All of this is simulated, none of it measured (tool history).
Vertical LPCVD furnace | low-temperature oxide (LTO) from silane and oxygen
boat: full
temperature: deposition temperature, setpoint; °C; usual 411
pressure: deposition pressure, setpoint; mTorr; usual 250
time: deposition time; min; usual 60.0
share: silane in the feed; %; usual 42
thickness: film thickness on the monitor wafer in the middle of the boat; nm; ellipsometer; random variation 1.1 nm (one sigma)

run	hour	temperature	pressure	time	share	read-back reference wafer on the same gauge, thickness	thickness
1	0.0	411	250	60.0	49	710.90	753.16
2	6.6	411	250	60.0	42	711.05	639.70
3	22.5	411	250	60.0	42	711.27	639.50
4	35.7	411	250	60.0	42	711.01	639.16
# hour 68.4: pressure gauge zeroed
# hour 88.0: silane flow controller replaced
5	88.5	411	250	60.0	42	710.91	702.57
6	92.6	411	250	60.0	47	711.09	787.29
7	96.8	411	250	60.0	47	711.30	784.74
8	100.9	411	250	60.0	42	710.66	702.12
9	105.0	411	250	60.0	42	710.91	703.80
10	119.9	411	250	60.0	42	710.99	700.31
11	135.8	408	250	60.0	42	711.18	678.86
# hour 150.7: gauge calibrated
# hour 161.3: thermocouples replaced and temperature profile calibrated
12	161.8	411	215	60.0	42	710.90	601.74
13	183.7	414	250	60.0	42	710.85	719.68
14	192.5	411	225	67.5	42	711.08	707.11
15	203.4	404	250	70.5	42	710.98	761.11
16	216.5	411	250	60.0	42	710.99	698.31
17	229.6	411	250	60.0	42	710.73	695.95
18	245.5	400	250	60.0	42	710.97	619.43
19	253.6	403	250	53.5	50	711.21	677.36
20	264.9	405	300	75.0	36	711.06	811.42
21	271.0	406	305	80.5	36	710.74	894.25
22	285.4	403	205	79.0	47	710.79	776.18
23	297.8	411	250	60.0	42	711.11	692.55
24	308.5	411	250	66.5	42	711.11	768.13
25	321.3	411	225	60.0	37	711.11	539.06
26	327.9	411	250	60.0	42	710.83	693.86
27	341.0	411	250	60.0	42	710.95	694.04
28	354.5	411	250	50.0	46	711.19	634.38
29	361.9	411	250	66.5	36	711.00	637.40
30	378.0	404	250	52.5	42	710.97	561.44

The tool's hidden state at each run:
true tube temperature minus thermocouple reading, K: 0 in every run
gauge reads high (%): 0 in every run
H1: true pressure minus gauge reading, mTorr
H2: deviation of the silane flow from its setpoint, %
run	H1	H2
1	-12.1	-5.73
2	-12.2	-5.73
3	-12.4	-5.74
4	-12.5	-5.74
5	0.676	0.122
6	0.676	0.0881
7	0.675	0.0535
8	0.674	0.02
9	0.674	-0.0134
10	0.67	-0.133
11	0.665	-0.258
12	0.653	-0.457
13	0.641	-0.62
14	0.635	-0.684
15	0.628	-0.762
16	0.617	-0.855
17	0.606	-0.946
18	0.592	-1.05
19	0.584	-1.11
20	0.572	-1.18
21	0.566	-1.22
22	0.549	-1.32
23	0.534	-1.4
24	0.52	-1.46
25	0.503	-1.54
26	0.494	-1.58
27	0.475	-1.66
28	0.455	-1.74
29	0.443	-1.78
30	0.416	-1.87

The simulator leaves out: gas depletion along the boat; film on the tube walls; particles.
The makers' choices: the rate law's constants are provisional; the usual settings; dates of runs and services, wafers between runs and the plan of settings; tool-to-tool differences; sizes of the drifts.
